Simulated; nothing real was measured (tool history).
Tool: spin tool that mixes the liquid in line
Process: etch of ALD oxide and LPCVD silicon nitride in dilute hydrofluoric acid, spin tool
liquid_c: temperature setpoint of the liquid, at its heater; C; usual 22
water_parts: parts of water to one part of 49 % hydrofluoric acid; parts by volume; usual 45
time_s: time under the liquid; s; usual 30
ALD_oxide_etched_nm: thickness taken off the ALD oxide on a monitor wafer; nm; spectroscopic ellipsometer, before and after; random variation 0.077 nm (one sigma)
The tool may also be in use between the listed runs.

run,hour,liquid_c,water_parts,time_s,wafers since the last listed run,hours since the thermometer was replaced,hours since the hydrofluoric acid flow meter was replaced,hours since the gauge calibration,"read-back film thickness of the ALD oxide reference wafer, read on the same gauge (nm)",ALD_oxide_etched_nm
1,0,22,35,30,0,617.2,1348.5,277.1,89.98,16.83
2,39.5,22,35,30,475,656.7,1388,316.6,90,16.89
3,97.4,22,45,40,696,714.6,1445.9,374.5,90,17.27
4,125.5,22,45,40,338,742.7,1474,402.6,89.99,17.53
# hour 160.4: thermometer replaced
5,178,22,45,40,619,17.6,1526.5,455.1,90,17.51
6,223.8,22,45,30,551,63.4,1572.3,500.9,90.01,13.21
7,254.9,22,45,30,374,94.5,1603.4,532,90.02,13.19
8,285.3,22,45,30,365,124.9,1633.8,562.4,89.99,13.21
9,319.9,22,45,30,416,159.5,1668.4,597,90.01,13.11
10,355.5,22,45,30,428,195.1,1704,632.6,90.01,13.34
11,421.5,24.5,45,30,794,261.1,1770,698.6,90,14.79
12,449.8,22,50,25,340,289.4,1798.3,726.9,89.97,9.84
13,480.7,26,35,20,371,320.3,1829.2,757.8,90.02,13.77
14,541,22,45,45,725,380.6,1889.5,818.1,90.01,20.23

The next listed run, before its measurement:
15,608.7,25,45,30,814,448.3,1957.2,885.8,?,?

Run 15 gave read-back film thickness of the ALD oxide reference wafer, read on the same gauge (nm) 89.98, ALD_oxide_etched_nm 15.09 nm.
Without the tool's hidden state the same run would have given ALD_oxide_etched_nm 13.84 nm.
